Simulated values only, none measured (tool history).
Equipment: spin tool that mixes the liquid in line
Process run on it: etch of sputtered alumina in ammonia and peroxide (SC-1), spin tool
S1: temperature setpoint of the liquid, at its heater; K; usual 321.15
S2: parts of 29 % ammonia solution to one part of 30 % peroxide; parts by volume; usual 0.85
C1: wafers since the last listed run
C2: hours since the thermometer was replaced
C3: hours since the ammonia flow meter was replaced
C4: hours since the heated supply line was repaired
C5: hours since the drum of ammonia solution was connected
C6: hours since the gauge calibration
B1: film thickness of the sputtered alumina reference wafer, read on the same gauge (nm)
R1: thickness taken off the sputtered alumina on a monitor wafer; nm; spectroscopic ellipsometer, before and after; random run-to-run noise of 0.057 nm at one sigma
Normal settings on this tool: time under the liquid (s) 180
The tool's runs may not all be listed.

Run 1, day 0: usual settings; C1 0; C2 1493.7; C3 1227.2; C4 1553; C5 282; C6 418.3; B1 29.99. Result: R1 6.27 nm.
Run 2, day 3.254: usual settings; C1 547; C2 1571.8; C3 1305.3; C4 1631.1; C5 360.1; C6 496.4; B1 29.99. Result: R1 6.28 nm.
At day 4.2: ammonia flow meter replaced.
Run 3, day 6.742: usual settings; C1 580; C2 1655.5; C3 61; C4 1714.8; C5 443.8; C6 580.1; B1 30.02. Result: R1 6.24 nm.
Run 4, day 9.046: usual settings; C1 388; C2 1710.8; C3 116.3; C4 1770.1; C5 499.1; C6 635.4; B1 29.98. Result: R1 6.36 nm.
Run 5, day 13.138: usual settings; C1 689; C2 1809; C3 214.5; C4 1868.3; C5 597.3; C6 733.6; B1 30.02. Result: R1 6.21 nm.
Run 6, day 17.596: usual settings; C1 750; C2 1916; C3 321.5; C4 1975.3; C5 704.3; C6 840.6; B1 30.02. Result: R1 6.18 nm.
Run 7, day 21.225: usual settings but S1 314.15 K; C1 611; C2 2003.1; C3 408.6; C4 2062.4; C5 791.4; C6 927.7; B1 30.01. Result: R1 4.06 nm.
Run 8, day 25.575: usual settings but S1 314.15 K; C1 732; C2 2107.5; C3 513; C4 2166.8; C5 895.8; C6 1032.1; B1 29.99. Result: R1 4.08 nm.
At day 26.392: heated supply line repaired.
At day 26.712: new drum of ammonia solution connected.
Run 9, day 29.079: usual settings but time under the liquid (s) 130; C1 576; C2 2191.6; C3 597.1; C4 64.5; C5 56.8; C6 1116.2; B1 29.98. Result: R1 4.86 nm.
At day 33.029: thermometer replaced.
Run 10, day 33.488: usual settings but time under the liquid (s) 130; C1 735; C2 11; C3 702.9; C4 170.3; C5 162.6; C6 1222; B1 30. Result: R1 4.83 nm.
Run 11, day 37.017: usual settings; C1 594; C2 95.7; C3 787.6; C4 255; C5 247.3; C6 1306.7; B1 30.02. Result: R1 6.65 nm.
Run 12, day 40.721: usual settings; C1 623; C2 184.6; C3 876.5; C4 343.9; C5 336.2; C6 1395.6; B1 30.02. Result: R1 6.59 nm.
At day 43.367: gauge calibrated.
Run 13, day 44.85: usual settings; C1 695; C2 283.7; C3 975.6; C4 443; C5 435.3; C6 35.6; B1 29.99. Result: R1 6.69 nm.
Run 14, day 56.154: usual settings but S1 325.15 K; C1 1903; C2 555; C3 1246.9; C4 714.3; C5 706.6; C6 306.9; B1 29.98. Result: R1 8.13 nm.
Run 15, day 60.221: usual settings but S2 0.6 parts by volume, time under the liquid (s) 150; C1 684; C2 652.6; C3 1344.5; C4 811.9; C5 804.2; C6 404.5; B1 29.97. Result: R1 5.2 nm.
At day 62.125: ammonia flow meter replaced.
Run 16, day 64.142: usual settings but time under the liquid (s) 245; C1 653; C2 746.7; C3 48.4; C4 906; C5 898.3; C6 498.6; B1 29.99. Result: R1 8.92 nm.
At day 67.354: new drum of ammonia solution connected.
Run 17, day 67.871: usual settings but S1 329.15 K, S2 0.55 parts by volume, time under the liquid (s) 280; C1 620; C2 836.2; C3 137.9; C4 995.5; C5 12.4; C6 588.1; B1 30.02. Result: R1 14.94 nm.
Run 18, day 70.783: usual settings but S1 330.65 K, S2 0.65 parts by volume, time under the liquid (s) 245; C1 490; C2 906.1; C3 207.8; C4 1065.4; C5 82.3; C6 658; B1 29.99. Result: R1 14.36 nm.
Run 19, day 74.158: usual settings; C1 568; C2 987.1; C3 288.8; C4 1146.4; C5 163.3; C6 739; B1 29.98. Result: R1 6.43 nm.
Run 20, day 77.238: usual settings but S1 324.65 K; C1 518; C2 1061; C3 362.7; C4 1220.3; C5 237.2; C6 812.9; B1 30. Result: R1 7.72 nm.
Run 21, day 80.008: usual settings but S2 0.65 parts by volume; C1 466; C2 1127.5; C3 429.2; C4 1286.8; C5 303.7; C6 879.4; B1 30. Result: R1 6.23 nm.

Each row is a separate what-if for the run after 21, all from the same tool condition, not one after another. Results?
Run A, day 80.029: usual settings but S1 317.15 K; C1 3; C2 1128; C3 429.7; C4 1287.3; C5 304.2; C6 879.9; B1 ?. Result: R1 ?.
Run B, day 80.029: usual settings but S1 317.65 K, S2 1.15 parts by volume, time under the liquid (s) 280; C1 3; C2 1128; C3 429.7; C4 1287.3; C5 304.2; C6 879.9; B1 ?. Result: R1 ?.
Run C, day 80.029: usual settings but S2 0.6 parts by volume; C1 3; C2 1128; C3 429.7; C4 1287.3; C5 304.2; C6 879.9; B1 ?. Result: R1 ?.

run     B1    R1
  A  29.95  5.12
  B  29.95  8.44
  C  29.95  6.23
Without the tool's unlogged condition, the same runs would have read:
run    R1
  A  5.47
  B  9.01
  C  6.63
